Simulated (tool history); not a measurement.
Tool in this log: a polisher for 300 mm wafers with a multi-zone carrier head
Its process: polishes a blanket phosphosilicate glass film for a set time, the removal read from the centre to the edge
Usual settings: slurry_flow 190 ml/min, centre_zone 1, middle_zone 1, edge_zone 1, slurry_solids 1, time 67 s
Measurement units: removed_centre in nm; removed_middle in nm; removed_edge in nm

run,day,slurry_flow,centre_zone,middle_zone,edge_zone,slurry_solids,time,"incoming thickness of the incoming film, nm",removed_centre,removed_middle,removed_edge
1,0,190,1,1,1,1,67,4660.4,495.1,490.5,492.4
2,1.067,190,1,1,1,1,67,4712.8,497.2,488.7,494.1
3,1.817,190,1,1,1,1,67,4692.3,506.2,498.9,495.4
4,2.712,190,1,1,1,1,67,4678.1,505.2,487.5,502.4
5,3.596,190,1,1,1,1.1,67,4666.6,511.7,506.3,515.5
# day 5.229: centre zone pressure recalibrated
# day 5.871: carrier head's membrane replaced by a new one
6,6.579,190,1,1,1,1,67,4638.7,488.2,494,499.7
# day 6.771: worn pad replaced by a new one
7,8.292,190,1,1,1,1,67,4656.9,484.1,485.3,498.4
8,9.15,190,1,1,1,1,67,4665.7,489.2,489.8,492.4
9,13.292,190,1,1,1,0.8,67,4725.7,445.9,441.5,453.3
# day 13.712: worn pad replaced by a new one
10,14.442,190,1,1.03,1,1,53,4700.5,379.7,390.9,385.8
11,14.946,190,1,1.07,1,1.2,67,4600.5,518.6,543.3,521.8
# day 16.371: edge zone pressure recalibrated
12,16.392,190,0.93,1.06,1,1,67,4740.8,431.7,501.9,487

Run 13, settings as shown, results not yet in. Your forecast:
13,19.742,190,1,1,1,1,67,4629.6,?,?,?

{"run 13": {"removed_centre": 471, "removed_middle": 472.2, "removed_edge": 473.3}}
Minus the tool's unlogged condition, the same run would have read removed_centre 498.5 nm, removed_middle 496.6 nm, removed_edge 490.9 nm.

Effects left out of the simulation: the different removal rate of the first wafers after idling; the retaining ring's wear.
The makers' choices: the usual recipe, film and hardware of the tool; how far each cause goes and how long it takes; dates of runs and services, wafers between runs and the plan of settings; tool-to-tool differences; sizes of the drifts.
